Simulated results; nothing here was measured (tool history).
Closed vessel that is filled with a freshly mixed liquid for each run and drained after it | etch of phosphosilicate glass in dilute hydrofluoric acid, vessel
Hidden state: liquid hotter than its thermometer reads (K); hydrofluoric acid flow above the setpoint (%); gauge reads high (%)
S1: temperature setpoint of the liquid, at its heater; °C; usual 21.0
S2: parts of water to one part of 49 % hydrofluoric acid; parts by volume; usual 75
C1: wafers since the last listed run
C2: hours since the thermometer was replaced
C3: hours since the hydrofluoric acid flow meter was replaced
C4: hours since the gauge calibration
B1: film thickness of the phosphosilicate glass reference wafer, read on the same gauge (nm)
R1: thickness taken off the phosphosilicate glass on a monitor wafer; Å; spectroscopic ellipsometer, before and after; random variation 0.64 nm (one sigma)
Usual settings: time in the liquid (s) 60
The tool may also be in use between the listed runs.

Run 1, hour 0.0: usual settings but time in the liquid (s) 75; C1 0; C2 788.9; C3 15.6; C4 1212.0; B1 139.98. Result: R1 1097.0 Å.
Run 2, hour 28.4: usual settings but S2 85 parts by volume; C1 2849; C2 817.3; C3 44.0; C4 1240.4; B1 139.95. Result: R1 770.5 Å.
Run 3, hour 72.1: usual settings but S2 85 parts by volume; C1 4384; C2 861.0; C3 87.7; C4 1284.1; B1 140.03. Result: R1 772.8 Å.
Run 4, hour 127.8: usual settings but S1 19.5 °C; C1 5588; C2 916.7; C3 143.4; C4 1339.8; B1 140.04. Result: R1 838.5 Å.
Run 5, hour 191.1: usual settings but S1 19.5 °C; C1 6351; C2 980.0; C3 206.7; C4 1403.1; B1 140.00. Result: R1 847.9 Å.
Run 6, hour 244.5: usual settings but S1 18.0 °C; C1 5357; C2 1033.4; C3 260.1; C4 1456.5; B1 139.94. Result: R1 801.7 Å.
Run 7, hour 314.3: usual settings but S1 18.0 °C; C1 7003; C2 1103.2; C3 329.9; C4 1526.3; B1 139.99. Result: R1 799.1 Å.
Run 8, hour 342.1: usual settings but S1 18.0 °C; C1 2789; C2 1131.0; C3 357.7; C4 1554.1; B1 139.99. Result: R1 800.9 Å.
Run 9, hour 412.7: usual settings but S2 105 parts by volume; C1 7083; C2 1201.6; C3 428.3; C4 1624.7; B1 140.03. Result: R1 638.0 Å.
Run 10, hour 467.7: usual settings but S1 18.0 °C, time in the liquid (s) 75; C1 5518; C2 1256.6; C3 483.3; C4 1679.7; B1 139.99. Result: R1 1024.4 Å.
At hour 488.3: gauge calibrated.
Run 11, hour 516.8: usual settings but S1 18.5 °C; C1 4926; C2 1305.7; C3 532.4; C4 28.5; B1 140.00. Result: R1 849.2 Å.
Run 12, hour 557.3: usual settings but S1 17.5 °C; C1 4063; C2 1346.2; C3 572.9; C4 69.0; B1 140.04. Result: R1 800.5 Å.
Run 13, hour 617.2: usual settings; C1 6010; C2 1406.1; C3 632.8; C4 128.9; B1 139.98. Result: R1 941.1 Å.
Run 14, hour 684.4: usual settings but S2 45 parts by volume, time in the liquid (s) 30; C1 6742; C2 1473.3; C3 700.0; C4 196.1; B1 139.95. Result: R1 814.6 Å.
At hour 702.9: thermometer replaced.
Run 15, hour 734.6: usual settings but S1 17.0 °C, S2 95 parts by volume, time in the liquid (s) 90; C1 4936; C2 31.7; C3 750.2; C4 246.3; B1 140.01. Result: R1 901.6 Å.
Run 16, hour 799.6: usual settings; C1 6521; C2 96.7; C3 815.2; C4 311.3; B1 140.02. Result: R1 911.0 Å.
Run 17, hour 869.1: usual settings but S1 19.0 °C, S2 110 parts by volume, time in the liquid (s) 75; C1 6973; C2 166.2; C3 884.7; C4 380.8; B1 140.01. Result: R1 702.1 Å.
Run 18, hour 909.4: usual settings but S1 23.5 °C, S2 100 parts by volume; C1 4043; C2 206.5; C3 925.0; C4 421.1; B1 140.03. Result: R1 731.9 Å.
Run 19, hour 971.7: usual settings but S1 18.0 °C; C1 6250; C2 268.8; C3 987.3; C4 483.4; B1 139.96. Result: R1 826.2 Å.
Run 20, hour 1009.7: usual settings but S1 17.5 °C, time in the liquid (s) 45; C1 3812; C2 306.8; C3 1025.3; C4 521.4; B1 140.00. Result: R1 605.3 Å.
Run 21, hour 1075.2: usual settings but S1 25.0 °C, time in the liquid (s) 75; C1 6571; C2 372.3; C3 1090.8; C4 586.9; B1 139.99. Result: R1 1380.6 Å.
Run 22, hour 1146.1: usual settings but S2 110 parts by volume, time in the liquid (s) 30; C1 7113; C2 443.2; C3 1161.7; C4 657.8; B1 140.05. Result: R1 306.3 Å.
Run 23, hour 1183.9: usual settings but S1 18.0 °C, S2 90 parts by volume, time in the liquid (s) 35; C1 3792; C2 481.0; C3 1199.5; C4 695.6; B1 140.06. Result: R1 394.7 Å.
Run 24, hour 1252.4: usual settings but S1 25.0 °C; C1 6872; C2 549.5; C3 1268.0; C4 764.1; B1 139.98. Result: R1 1110.4 Å.
Run 25, hour 1302.7: usual settings; C1 5046; C2 599.8; C3 1318.3; C4 814.4; B1 140.01. Result: R1 954.7 Å.
Run 26, hour 1337.1: usual settings but S1 24.0 °C, time in the liquid (s) 40; C1 3451; C2 634.2; C3 1352.7; C4 848.8; B1 140.04. Result: R1 721.2 Å.
Run 27, hour 1399.2: usual settings but S1 24.5 °C, time in the liquid (s) 30; C1 6230; C2 696.3; C3 1414.8; C4 910.9; B1 139.99. Result: R1 552.6 Å.
Run 28, hour 1455.9: usual settings; C1 5688; C2 753.0; C3 1471.5; C4 967.6; B1 139.96. Result: R1 976.7 Å.
At hour 1546.2: hydrofluoric acid flow meter replaced.
Run 29, hour 1646.6: usual settings; C1 19033; C2 943.7; C3 100.4; C4 1158.3; B1 140.03. Result: R1 912.3 Å.
Run 30, hour 1689.6: usual settings but S2 65 parts by volume; C1 4314; C2 986.7; C3 143.4; C4 1201.3; B1 140.02. Result: R1 1061.1 Å.
Run 31, hour 1760.1: usual settings but time in the liquid (s) 70; C1 7073; C2 1057.2; C3 213.9; C4 1271.8; B1 139.97. Result: R1 1057.0 Å.

Forecast each of these 5 alternatives for the next run:
Run A, hour 1760.8: usual settings; C1 70; C2 1057.9; C3 214.6; C4 1272.5; B1 ?. Result: R1 ?.
Run B, hour 1760.8: usual settings but S2 55 parts by volume; C1 70; C2 1057.9; C3 214.6; C4 1272.5; B1 ?. Result: R1 ?.
Run C, hour 1760.8: usual settings but S1 18.0 °C, S2 40 parts by volume, time in the liquid (s) 90; C1 70; C2 1057.9; C3 214.6; C4 1272.5; B1 ?. Result: R1 ?.
Run D, hour 1760.8: usual settings but S1 17.0 °C, S2 100 parts by volume; C1 70; C2 1057.9; C3 214.6; C4 1272.5; B1 ?. Result: R1 ?.
Run E, hour 1760.8: usual settings but S1 22.5 °C, S2 100 parts by volume, time in the liquid (s) 85; C1 70; C2 1057.9; C3 214.6; C4 1272.5; B1 ?. Result: R1 ?.

run      B1      R1
  A  140.00   912.6
  B  140.00  1275.0
  C  140.00  2356.6
  D  140.00   563.8
  E  140.00  1000.4
Without the tool's hidden state the same runs would have given:
run      R1
  A   862.6
  B  1205.0
  C  2225.8
  D   532.4
  E   945.9

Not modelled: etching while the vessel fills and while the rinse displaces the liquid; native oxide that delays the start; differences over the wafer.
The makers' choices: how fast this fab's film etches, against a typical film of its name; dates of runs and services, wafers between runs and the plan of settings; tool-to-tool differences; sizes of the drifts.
